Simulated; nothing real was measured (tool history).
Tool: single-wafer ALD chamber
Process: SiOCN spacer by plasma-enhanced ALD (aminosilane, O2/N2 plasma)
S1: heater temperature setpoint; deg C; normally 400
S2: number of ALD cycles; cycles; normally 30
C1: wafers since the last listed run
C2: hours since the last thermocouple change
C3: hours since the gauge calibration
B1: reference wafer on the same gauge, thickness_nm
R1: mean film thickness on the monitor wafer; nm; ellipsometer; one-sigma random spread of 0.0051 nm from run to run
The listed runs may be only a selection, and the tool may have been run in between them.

run      day   S1  S2    C1      C2      C3     B1     R1
  1        0  400  30     0     5.6    1773  2.358  1.986
  2    2.467  391  30   266    64.8  1832.2  2.356  1.983
  3    6.125  391  30   395   152.6    1920  2.355  1.981
  4    8.892  391  30   298     219  1986.4  2.356  1.977
  5   13.096  400  30   454   319.9  2087.3  2.358  1.984
  6   15.075  400  30   213   367.4  2134.8  2.357  1.979
  7     18.6  400  30   380     452  2219.4  2.356  1.981
  8   22.262  400  26   395   539.9  2307.3  2.355  1.721
  9     24.4  400  30   230   591.2  2358.6  2.353  1.974
 10   26.562  400  30   233   643.1  2410.5  2.355  1.986
 11   29.642  400  30   332     717  2484.4  2.352  1.973
 12   32.079  400  30   263   775.5  2542.9  2.354  1.981
 13   34.154  400  30   224   825.3  2592.7  2.351   1.97
 14   35.804  400  30   178   864.9  2632.3  2.354  1.986
 15   37.508  400  30   184   905.8  2673.2  2.354  1.976
 16   41.821  400  30   465  1009.3  2776.7  2.353  1.986
      44.917  -- thermocouple changed; heater temperature recalibrated
 17   46.296  400  30   447    33.1  2884.1  2.355  1.982
 18   49.833  400  30   382     118    2969  2.352  1.971
 19   51.983  400  29   232   169.6  3020.6  2.352  1.906
 20   54.979  400  29   323   241.5  3092.5  2.349  1.915
      58.529  -- gauge calibrated
 21   59.438  400  29   481   348.5    21.8  2.422  1.974
 22   62.175  400  30   295   414.2    87.5  2.418  2.033
 23   64.542  407  27   255     471   144.3  2.416  1.789
 24   68.858  400  30   466   574.6   247.9  2.415   2.03
 25   72.438  395  26   386   660.5   333.8  2.407  1.748
 26   76.062  415  33   391   747.5   420.8  2.404  2.114
 27    79.95  392  30   419   840.8   514.1  2.401  2.023
 28   82.175  400  27   240   894.2   567.5  2.396  1.815
      83.712  -- thermocouple changed; heater temperature recalibrated
 29   85.108  409  32   280    33.5   637.9  2.397  2.083
 30   86.829  390  32   185    74.8   679.2  2.393  2.141
 31   90.008  412  26   343   151.1   755.5  2.393  1.674
 32   91.679  400  30   180   191.2   795.6  2.392  2.012
 33  102.225  389  33  1139   444.3  1048.7  2.385  2.214
 34  106.479  400  30   459   546.4  1150.8  2.382  2.012
 35  109.188  400  25   292   611.4  1215.8  2.383  1.671
 36  112.742  390  25   383   696.7  1301.1  2.381  1.678
 37  115.692  400  30   318   767.5  1371.9  2.379  1.993
 38  119.912  400  30   455   868.8  1473.2  2.378  2.001
 39  123.033  414  36   337   943.7  1548.1  2.378  2.287
     124.233  -- thermocouple changed; heater temperature recalibrated
 40  124.975  400  30   173    17.8  1594.7  2.375  2.001
 41  128.479  415  33   378   101.9  1678.8  2.376  2.094
 42  131.846  400  30   363   182.7  1759.6  2.373  1.992

What the log doesn't show, run by run:
wafer temperature above the value expected at the setpoint (K): 0 on each run
H1: gauge reads high (%)
run      H1
  1   -2.14
  2   -2.17
  3    -2.2
  4   -2.22
  5   -2.25
  6   -2.26
  7   -2.29
  8   -2.31
  9   -2.32
 10   -2.33
 11   -2.35
 12   -2.36
 13   -2.37
 14   -2.37
 15   -2.38
 16    -2.4
 17   -2.41
 18   -2.42
 19   -2.43
 20   -2.43
 21   0.546
 22   0.391
 23   0.265
 24   0.054
 25  -0.105
 26  -0.252
 27  -0.396
 28  -0.472
 29  -0.566
 30  -0.619
 31   -0.71
 32  -0.755
 33      -1
 34   -1.08
 35   -1.13
 36   -1.19
 37   -1.23
 38   -1.29
 39   -1.33
 40   -1.35
 41   -1.39
 42   -1.43
